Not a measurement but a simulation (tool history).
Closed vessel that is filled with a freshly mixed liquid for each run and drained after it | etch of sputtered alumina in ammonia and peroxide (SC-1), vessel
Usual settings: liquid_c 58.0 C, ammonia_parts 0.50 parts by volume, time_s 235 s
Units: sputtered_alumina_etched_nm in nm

run,hour,liquid_c,ammonia_parts,time_s,"read-back film thickness of the sputtered alumina reference wafer, read on the same gauge (nm)",sputtered_alumina_etched_nm
1,0.0,58.0,0.50,235,79.99,20.21
2,15.0,58.0,0.50,235,79.95,20.19
3,59.6,58.0,0.50,140,80.01,12.00
4,80.1,58.0,0.70,235,79.97,20.87
5,104.0,58.0,0.70,235,80.02,20.77
6,138.2,58.0,0.70,235,79.98,20.89
7,160.9,58.0,0.50,235,79.99,20.11
8,181.7,58.0,0.50,300,80.02,25.71
9,204.9,58.0,0.50,300,79.97,25.73
10,235.0,63.0,0.35,235,80.04,25.22
11,268.0,66.5,0.40,235,80.00,30.13
12,291.4,58.0,0.50,235,79.98,20.10
13,315.0,58.0,0.30,145,79.99,11.80
14,349.1,58.0,0.50,235,79.99,20.07
15,377.2,58.0,0.50,235,80.01,20.33
16,394.3,50.5,0.45,120,80.01,6.88
17,418.2,58.0,0.50,335,80.00,29.05
18,440.8,58.0,0.50,235,80.02,20.05
19,472.8,54.0,0.40,110,79.98,7.44
20,502.8,58.0,0.50,235,79.96,20.06
21,525.0,58.0,0.50,235,79.98,19.99
22,544.0,55.0,0.30,155,79.99,10.80
23,574.0,48.0,0.70,235,80.04,12.01
24,602.6,53.5,0.65,315,80.00,21.70
25,616.9,63.0,0.50,235,80.02,25.91
26,637.4,58.0,0.50,235,80.01,19.99
27,658.5,58.0,0.30,320,80.02,25.97
28,684.3,61.5,0.55,110,80.02,11.32

Not shown: 4 entries that the log had between the listed runs. Between which runs, and how does the tool's hidden state differ before and after?
Between runs 10 and 11: thermometer replaced (hour 240.8)
  ammonia flow above the setpoint (%): 12.4 -> 12.7; ammonia solution weaker than its label (%): 9.06 -> 9.76
  measured less the result without the state, sputtered_alumina_etched_nm: +0.05 -> +0.05 nm
Between runs 13 and 14: gauge calibrated (hour 334.8)
  ammonia flow above the setpoint (%): 13.2 -> 13.6; ammonia solution weaker than its label (%): 10.8 -> 11.5
  measured less the result without the state, sputtered_alumina_etched_nm: +0.01 -> +0.01 nm
Between runs 14 and 15: new drum of ammonia solution connected (hour 371.1)
  ammonia flow above the setpoint (%): 13.6 -> 13.9; ammonia solution weaker than its label (%): 11.5 -> 1.29
  measured less the result without the state, sputtered_alumina_etched_nm: +0.01 -> +0.23 nm
Between runs 17 and 18: ammonia flow meter replaced (hour 422.8)
  ammonia flow above the setpoint (%): 14.3 -> 1.53; ammonia solution weaker than its label (%): 2.16 -> 2.64
  measured less the result without the state, sputtered_alumina_etched_nm: +0.30 -> -0.03 nm
